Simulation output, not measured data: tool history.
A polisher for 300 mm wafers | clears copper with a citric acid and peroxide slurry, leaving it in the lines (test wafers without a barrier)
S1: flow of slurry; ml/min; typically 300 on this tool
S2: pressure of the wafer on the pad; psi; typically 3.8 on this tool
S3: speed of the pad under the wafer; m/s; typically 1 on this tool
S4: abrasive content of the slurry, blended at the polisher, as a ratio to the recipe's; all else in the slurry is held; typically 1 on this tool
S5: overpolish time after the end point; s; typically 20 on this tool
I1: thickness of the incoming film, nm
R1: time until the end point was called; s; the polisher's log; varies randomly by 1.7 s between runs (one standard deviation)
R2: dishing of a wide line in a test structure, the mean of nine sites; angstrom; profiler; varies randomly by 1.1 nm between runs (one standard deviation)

run    hour   S1   S2    S3    S4  S5     I1     R1   R2
  1       0  300  4.5     1  0.85  20  297.1   91.9  514
  2      64  300  4.5     1  0.85  20  301.4   92.6  497
  3   153.3  300  4.5     1  0.85  20  298.2   91.5  526
  4   237.2  300  3.8     1   0.8  17  299.9  109.9  364
  5   294.4  300  3.8     1   0.8  17  300.5  108.1  376
  6     336  300  3.8     1     1  20  295.4   99.6  435
  7   387.4  300  3.8     1     1  20  303.1  105.1  468
  8   467.3  300  3.8     1     1  20    302  103.2  454
  9   561.2  300  3.8   1.2     1  20  302.7   89.1  511
 10   636.6  300  3.8     1  1.25  20  298.8   99.2  463
 11   683.3  300  3.8  0.78     1  20  301.8  129.1  362
 12   785.4  235  3.2  1.26     1  17  299.8  101.4  391
 13   839.5  300  4.6     1     1  20  305.9   89.3  554
 14   916.7  205  3.8     1     1  20  296.7  108.6  445
 15  1002.7  235  3.8     1   1.1   9  304.1    109  220
 16  1078.8  300  3.8     1     1  20  299.7  106.3  454

Put back what was entered between runs (14 entries, withheld): which listed runs does each sit between, and how does the hidden state differ from the listed run before to the listed run after?
After run 2, before run 3: slurry blender recalibrated (hour 93.7); slurry nozzle cleaned (hour 110); worn pad replaced by a new one (hour 119.6)
  no difference in the tool's unlogged condition between these two runs
After run 5, before run 6: slurry blender recalibrated (hour 297.9); worn pad replaced by a new one (hour 329.9)
  no difference in the tool's unlogged condition between these two runs
After run 8, before run 9: slurry nozzle cleaned (hour 503.1); slurry blender recalibrated (hour 530.8); worn pad replaced by a new one (hour 533.4)
  no difference in the tool's unlogged condition between these two runs
After run 11, before run 12: slurry blender recalibrated (hour 737.5); worn pad replaced by a new one (hour 756); head pressure recalibrated (hour 784.9)
  no difference in the tool's unlogged condition between these two runs
After run 13, before run 14: slurry nozzle cleaned (hour 896.4)
  no difference in the tool's unlogged condition between these two runs
After run 14, before run 15: slurry blender recalibrated (hour 952.5); worn pad replaced by a new one (hour 990.4)
  no difference in the tool's unlogged condition between these two runs
